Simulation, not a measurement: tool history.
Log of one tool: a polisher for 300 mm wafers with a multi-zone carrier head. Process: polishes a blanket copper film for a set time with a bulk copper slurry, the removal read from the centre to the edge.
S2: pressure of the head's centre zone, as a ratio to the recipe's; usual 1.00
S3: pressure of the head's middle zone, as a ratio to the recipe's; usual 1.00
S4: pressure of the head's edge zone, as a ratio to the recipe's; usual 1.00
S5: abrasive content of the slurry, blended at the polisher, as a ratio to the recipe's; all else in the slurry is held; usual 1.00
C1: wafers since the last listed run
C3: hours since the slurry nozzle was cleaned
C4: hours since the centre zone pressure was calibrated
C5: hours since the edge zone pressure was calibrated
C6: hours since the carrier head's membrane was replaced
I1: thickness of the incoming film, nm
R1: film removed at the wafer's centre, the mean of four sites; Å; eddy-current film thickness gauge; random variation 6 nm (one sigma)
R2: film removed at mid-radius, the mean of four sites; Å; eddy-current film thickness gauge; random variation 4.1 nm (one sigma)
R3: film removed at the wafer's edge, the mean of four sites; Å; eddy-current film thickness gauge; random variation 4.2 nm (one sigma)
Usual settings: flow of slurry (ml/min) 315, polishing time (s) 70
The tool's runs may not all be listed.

run 1 hour=0.0 | flow_of_slurry_(ml/min)=315 S2=1.00 S3=1.00 S4=1.00 S5=1.00 polishing_time_(s)=70 | C1=0 wafers_polished_on_this_pad=2899 C3=609.2 C4=680.8 C5=1074.7 C6=1179.1 | I1=2454.6 | R1=4378 R2=4513 R3=4571
-- hour=8.6 slurry nozzle cleaned
-- hour=13.6 worn pad replaced by a new one
-- hour=15.0 carrier head's membrane replaced by a new one
run 2 hour=53.4 | flow_of_slurry_(ml/min)=315 S2=1.00 S3=1.00 S4=1.00 S5=1.00 polishing_time_(s)=70 | C1=508 wafers_polished_on_this_pad=415 C3=44.8 C4=734.2 C5=1128.1 C6=38.4 | I1=2467.5 | R1=4313 R2=4313 R3=4381
run 3 hour=98.0 | flow_of_slurry_(ml/min)=315 S2=1.00 S3=1.00 S4=1.00 S5=1.00 polishing_time_(s)=70 | C1=483 wafers_polished_on_this_pad=898 C3=89.4 C4=778.8 C5=1172.7 C6=83.0 | I1=2431.4 | R1=4336 R2=4260 R3=4403
run 4 hour=156.7 | flow_of_slurry_(ml/min)=315 S2=1.00 S3=1.00 S4=1.00 S5=1.00 polishing_time_(s)=70 | C1=635 wafers_polished_on_this_pad=1534 C3=148.1 C4=837.5 C5=1231.4 C6=141.7 | I1=2483.3 | R1=4203 R2=4340 R3=4420
run 5 hour=196.3 | flow_of_slurry_(ml/min)=395 S2=1.00 S3=1.00 S4=1.00 S5=1.10 polishing_time_(s)=70 | C1=429 wafers_polished_on_this_pad=1963 C3=187.7 C4=877.1 C5=1271.0 C6=181.3 | I1=2510.5 | R1=4414 R2=4457 R3=4574
-- hour=216.6 centre zone pressure recalibrated
run 6 hour=223.0 | flow_of_slurry_(ml/min)=315 S2=0.89 S3=1.00 S4=0.95 S5=1.00 polishing_time_(s)=70 | C1=267 wafers_polished_on_this_pad=2231 C3=214.4 C4=6.4 C5=1297.7 C6=208.0 | I1=2467.4 | R1=3826 R2=4312 R3=4248
run 7 hour=253.3 | flow_of_slurry_(ml/min)=315 S2=1.00 S3=1.00 S4=1.00 S5=1.00 polishing_time_(s)=70 | C1=328 wafers_polished_on_this_pad=2559 C3=244.7 C4=36.7 C5=1328.0 C6=238.3 | I1=2460.7 | R1=4128 R2=4178 R3=4248
-- hour=259.8 worn pad replaced by a new one
-- hour=286.3 slurry nozzle cleaned, repeated, since the last time left the tool worse
run 8 hour=295.9 | flow_of_slurry_(ml/min)=315 S2=0.92 S3=1.00 S4=1.00 S5=0.90 polishing_time_(s)=70 | C1=407 wafers_polished_on_this_pad=380 C3=9.6 C4=79.3 C5=1370.6 C6=280.9 | I1=2479.4 | R1=4198 R2=4423 R3=4374
run 9 hour=325.5 | flow_of_slurry_(ml/min)=315 S2=1.00 S3=1.00 S4=1.12 S5=1.00 polishing_time_(s)=70 | C1=320 wafers_polished_on_this_pad=700 C3=39.2 C4=108.9 C5=1400.2 C6=310.5 | I1=2429.4 | R1=4529 R2=4544 R3=4779
run 10 hour=386.4 | flow_of_slurry_(ml/min)=315 S2=1.00 S3=1.00 S4=1.00 S5=1.00 polishing_time_(s)=70 | C1=659 wafers_polished_on_this_pad=1360 C3=100.1 C4=169.8 C5=1461.1 C6=371.4 | I1=2506.4 | R1=4502 R2=4533 R3=4504
run 11 hour=428.3 | flow_of_slurry_(ml/min)=315 S2=1.00 S3=1.10 S4=1.00 S5=1.00 polishing_time_(s)=70 | C1=453 wafers_polished_on_this_pad=1814 C3=142.0 C4=211.7 C5=1503.0 C6=413.3 | I1=2451.2 | R1=4383 R2=4800 R3=4503
-- hour=439.9 edge zone pressure recalibrated
run 12 hour=469.0 | flow_of_slurry_(ml/min)=315 S2=1.00 S3=1.00 S4=1.00 S5=0.85 polishing_time_(s)=52 | C1=419 wafers_polished_on_this_pad=2233 C3=182.7 C4=252.4 C5=29.1 C6=454.0 | I1=2443.5 | R1=3223 R2=3241 R3=3279
-- hour=484.7 worn pad replaced by a new one
run 13 hour=511.5 | flow_of_slurry_(ml/min)=315 S2=1.10 S3=1.00 S4=1.00 S5=1.00 polishing_time_(s)=62 | C1=417 wafers_polished_on_this_pad=290 C3=225.2 C4=294.9 C5=71.6 C6=496.5 | I1=2464.6 | R1=4249 R2=4012 R3=3952
run 14 hour=561.8 | flow_of_slurry_(ml/min)=365 S2=1.06 S3=1.08 S4=1.00 S5=1.00 polishing_time_(s)=70 | C1=544 wafers_polished_on_this_pad=835 C3=275.5 C4=345.2 C5=121.9 C6=546.8 | I1=2476.9 | R1=4681 R2=4871 R3=4583
run 15 hour=627.5 | flow_of_slurry_(ml/min)=315 S2=1.00 S3=1.00 S4=1.00 S5=1.10 polishing_time_(s)=82 | C1=711 wafers_polished_on_this_pad=1547 C3=341.2 C4=410.9 C5=187.6 C6=612.5 | I1=2436.7 | R1=5244 R2=5364 R3=5372
run 16 hour=658.0 | flow_of_slurry_(ml/min)=395 S2=1.04 S3=1.00 S4=1.00 S5=1.00 polishing_time_(s)=70 | C1=330 wafers_polished_on_this_pad=1878 C3=371.7 C4=441.4 C5=218.1 C6=643.0 | I1=2444.6 | R1=4626 R2=4589 R3=4480
run 17 hour=699.0 | flow_of_slurry_(ml/min)=315 S2=1.00 S3=1.00 S4=1.00 S5=0.85 polishing_time_(s)=52 | C1=444 wafers_polished_on_this_pad=2322 C3=412.7 C4=482.4 C5=259.1 C6=684.0 | I1=2478.2 | R1=3132 R2=3240 R3=3238
run 18 hour=735.9 | flow_of_slurry_(ml/min)=315 S2=1.00 S3=1.00 S4=0.92 S5=1.00 polishing_time_(s)=88 | C1=399 wafers_polished_on_this_pad=2722 C3=449.6 C4=519.3 C5=296.0 C6=720.9 | I1=2471.3 | R1=5486 R2=5633 R3=5430
-- hour=759.8 worn pad replaced by a new one
run 19 hour=806.8 | flow_of_slurry_(ml/min)=315 S2=1.08 S3=1.08 S4=1.00 S5=1.00 polishing_time_(s)=70 | C1=724 wafers_polished_on_this_pad=509 C3=520.5 C4=590.2 C5=366.9 C6=791.8 | I1=2470.7 | R1=4593 R2=4814 R3=4550
run 20 hour=865.4 | flow_of_slurry_(ml/min)=315 S2=1.00 S3=1.00 S4=1.00 S5=1.00 polishing_time_(s)=70 | C1=634 wafers_polished_on_this_pad=1144 C3=579.1 C4=648.8 C5=425.5 C6=850.4 | I1=2451.2 | R1=4490 R2=4442 R3=4541

Forecast each of these 5 alternatives for the next run:
run A hour=865.8 | flow_of_slurry_(ml/min)=230 S2=1.00 S3=1.00 S4=1.00 S5=1.00 polishing_time_(s)=70 | C1=4 wafers_polished_on_this_pad=1148 C3=579.5 C4=649.2 C5=425.9 C6=850.8 | I1=2452.8 | R1=? R2=? R3=?
run B hour=865.8 | flow_of_slurry_(ml/min)=315 S2=1.00 S3=1.04 S4=1.00 S5=1.00 polishing_time_(s)=70 | C1=4 wafers_polished_on_this_pad=1148 C3=579.5 C4=649.2 C5=425.9 C6=850.8 | I1=2452.8 | R1=? R2=? R3=?
run C hour=865.8 | flow_of_slurry_(ml/min)=410 S2=1.00 S3=1.00 S4=1.00 S5=1.00 polishing_time_(s)=57 | C1=4 wafers_polished_on_this_pad=1148 C3=579.5 C4=649.2 C5=425.9 C6=850.8 | I1=2452.8 | R1=? R2=? R3=?
run D hour=865.8 | flow_of_slurry_(ml/min)=375 S2=1.00 S3=1.00 S4=0.92 S5=0.75 polishing_time_(s)=94 | C1=4 wafers_polished_on_this_pad=1148 C3=579.5 C4=649.2 C5=425.9 C6=850.8 | I1=2452.8 | R1=? R2=? R3=?
run E hour=865.8 | flow_of_slurry_(ml/min)=315 S2=0.94 S3=1.00 S4=1.05 S5=1.00 polishing_time_(s)=54 | C1=4 wafers_polished_on_this_pad=1148 C3=579.5 C4=649.2 C5=425.9 C6=850.8 | I1=2452.8 | R1=? R2=? R3=?

run=A R1=4286 R2=4259 R3=4384
run=B R1=4459 R2=4531 R3=4500
run=C R1=3728 R2=3680 R3=3734
run=D R1=5776 R2=5707 R3=5604
run=E R1=3280 R2=3404 R3=3546
Without the tool's hidden state the same runs would have given:
run=A R1=4433 R2=4389 R3=4484
run=B R1=4575 R2=4638 R3=4581
run=C R1=3805 R2=3750 R3=3788
run=D R1=5905 R2=5823 R3=5691
run=E R1=3365 R2=3485 R3=3610
